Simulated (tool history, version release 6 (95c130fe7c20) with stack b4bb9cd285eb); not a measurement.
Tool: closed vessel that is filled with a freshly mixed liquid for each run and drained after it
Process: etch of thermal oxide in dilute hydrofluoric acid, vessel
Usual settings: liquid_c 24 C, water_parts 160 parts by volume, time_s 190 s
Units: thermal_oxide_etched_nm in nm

run   hour  liquid_c  water_parts  time_s  wafers since the last listed run  hours since the thermometer was replaced  hours since the hydrofluoric acid flow meter was replaced  hours since the gauge calibration  read-back film thickness of the thermal oxide reference wafer, read on the same gauge (nm)  thermal_oxide_etched_nm
  1      0        24          160     190                                 0                                    1713.2                                                     2063.6                              141.3                                                                                          30                      5.9
  2   27.7        24          160     190                              2531                                    1740.9                                                     2091.3                                169                                                                                       30.01                     5.94
  3     81        24          160     190                              4870                                    1794.2                                                     2144.6                              222.3                                                                                       29.98                     5.89
  4  165.5        24          160     190                              7721                                    1878.7                                                     2229.1                              306.8                                                                                       30.02                     5.94
  5    196        24          160     190                              2787                                    1909.2                                                     2259.6                              337.3                                                                                       30.01                     5.94
  6  262.5        24          160     190                              6076                                    1975.7                                                     2326.1                              403.8                                                                                       29.99                     5.97
  7  291.1      20.5          125     190                              2613                                    2004.3                                                     2354.7                              432.4                                                                                          30                     6.96
     297.6  -- hydrofluoric acid flow meter replaced
  8  333.1        24          180     190                              3746                                    2046.3                                                       35.5                              474.4                                                                                          30                     5.16
  9  387.6        24          180     190                              4980                                    2100.8                                                         90                              528.9                                                                                       29.99                     5.22
     416.5  -- thermometer replaced
 10  440.8        24          160     190                              4769                                      24.3                                                      143.2                              582.1                                                                                       30.01                     5.41
 11  479.4        24          195     155                              3527                                      62.9                                                      181.8                              620.7                                                                                       29.98                      3.5
 12  524.8        24          160     190                              4148                                     108.3                                                      227.2                              666.1                                                                                       30.02                     5.44
 13  574.7        27           90     260                              4559                                     158.2                                                      277.1                                716                                                                                       29.99                    16.22
 14  646.5        24          160     190                              6560                                       230                                                      348.9                              787.8                                                                                       29.98                     5.44
 15  680.5        24          115      85                              3106                                       264                                                      382.9                              821.8                                                                                       29.99                     3.57
     700.8  -- gauge calibrated
 16  744.6      20.5          160     265                              5857                                     328.1                                                        447                               43.8                                                                                       30.01                     6.65
 17  793.3        24          200     190                              4450                                     376.8                                                      495.7                               92.5                                                                                       30.01                     4.19
 18  847.4        20          110      85                              4943                                     430.9                                                      549.8                              146.6                                                                                       29.99                     3.24
 19  911.2        24          160     190                              5829                                     494.7                                                      613.6                              210.4                                                                                          30                     5.52
 20  936.8      20.5          160     190                              2339                                     520.3                                                      639.2                                236                                                                                          30                     4.88
 21    967        22          200      85                              2759                                     550.5                                                      669.4                              266.2                                                                                       29.98                     1.77

Forecast each of these 5 alternatives for the next run:
  A  967.7        24          160     190                                63                                     551.2                                                      670.1                              266.9                                                                                           ?                        ?
  B  967.7      19.5          160     190                                63                                     551.2                                                      670.1                              266.9                                                                                           ?                        ?
  C  967.7        24          115     190                                63                                     551.2                                                      670.1                              266.9                                                                                           ?                        ?
  D  967.7        21          160     190                                63                                     551.2                                                      670.1                              266.9                                                                                           ?                        ?
  E  967.7        24          180     300                                63                                     551.2                                                      670.1                              266.9                                                                                           ?                        ?

run  read-back film thickness of the thermal oxide reference wafer, read on the same gauge (nm)  thermal_oxide_etched_nm
  A                                                                                       29.99                     5.54
  B                                                                                       29.99                     4.66
  C                                                                                       29.99                     8.13
  D                                                                                       29.99                     4.94
  E                                                                                       29.99                      7.6
Without the tool's hidden state the same runs would have given:
run  thermal_oxide_etched_nm
  A                     5.34
  B                     4.49
  C                     7.83
  D                     4.76
  E                     7.33

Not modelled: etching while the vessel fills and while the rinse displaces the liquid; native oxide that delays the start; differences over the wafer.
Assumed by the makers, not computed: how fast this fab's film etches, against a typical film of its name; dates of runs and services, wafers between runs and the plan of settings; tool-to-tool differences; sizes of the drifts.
